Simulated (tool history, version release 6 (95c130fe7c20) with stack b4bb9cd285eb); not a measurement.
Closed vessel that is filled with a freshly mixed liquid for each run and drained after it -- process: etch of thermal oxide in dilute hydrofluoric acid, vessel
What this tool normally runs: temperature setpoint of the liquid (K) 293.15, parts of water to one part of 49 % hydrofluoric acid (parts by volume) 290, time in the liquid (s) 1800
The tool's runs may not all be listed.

run	day	temperature setpoint of the liquid (K)	parts of water to one part of 49 % hydrofluoric acid (parts by volume)	time in the liquid (s)	wafers since the last listed run	hours since the thermometer was replaced	hours since the hydrofluoric acid flow meter was replaced	hours since the gauge calibration	read-back film thickness of the thermal oxide reference wafer, read on the same gauge (nm)	thickness taken off the thermal oxide on a monitor wafer (nm)
1	0.000	293.15	290	1800	0	1546.0	1670.5	307.1	79.98	20.81
2	0.708	293.15	290	1800	851	1563.0	1687.5	324.1	80.01	20.73
3	1.021	293.15	290	1800	375	1570.5	1695.0	331.6	79.95	20.78
4	1.346	293.15	290	1800	390	1578.3	1702.8	339.4	80.00	20.75
5	2.054	293.15	290	1800	851	1595.3	1719.8	356.4	80.00	20.78
6	2.896	293.15	290	1800	1011	1615.5	1740.0	376.6	79.99	20.81
7	3.450	290.65	205	1800	666	1628.8	1753.3	389.9	80.00	28.79
8	3.958	293.15	290	2565	611	1641.0	1765.5	402.1	80.02	29.62
9	4.342	293.15	290	1445	460	1650.2	1774.7	411.3	80.00	16.72
10	5.779	296.15	290	1800	1728	1684.7	1809.2	445.8	79.99	23.34
# day 5.854: gauge calibrated
11	7.433	296.15	290	1800	1988	1724.4	1848.9	37.9	80.00	23.22
12	7.783	296.15	290	1800	420	1732.8	1857.3	46.3	80.03	23.34
13	8.425	293.15	290	1800	771	1748.2	1872.7	61.7	79.97	21.03
14	8.779	293.15	290	1800	425	1756.7	1881.2	70.2	80.03	20.88
15	9.321	293.15	290	1800	651	1769.7	1894.2	83.2	80.02	20.86
16	9.692	290.15	225	875	445	1778.6	1903.1	92.1	80.03	12.43
# day 9.846: thermometer replaced
17	10.367	294.65	430	1475	761	12.5	1919.3	108.3	80.00	10.93
18	10.900	293.15	220	1260	641	25.3	1932.1	121.1	79.96	20.57
19	11.225	295.65	290	1800	390	33.1	1939.9	128.9	80.04	23.09
# day 11.579: hydrofluoric acid flow meter replaced
20	12.233	290.15	290	2500	1162	57.3	15.7	153.1	79.97	27.97
21	12.800	294.65	290	2665	681	70.9	29.3	166.7	79.97	35.25
22	13.267	290.15	150	800	561	82.1	40.5	177.9	80.04	19.44

The next listed run, before its measurement:
23	13.900	294.65	290	1190	761	97.3	55.7	193.1	?	?

read-back film thickness of the thermal oxide reference wafer, read on the same gauge (nm): 79.96
thickness taken off the thermal oxide on a monitor wafer (nm): 15.83
With no hidden state in the tool, this same run would have given thickness taken off the thermal oxide on a monitor wafer (nm) 13.22.
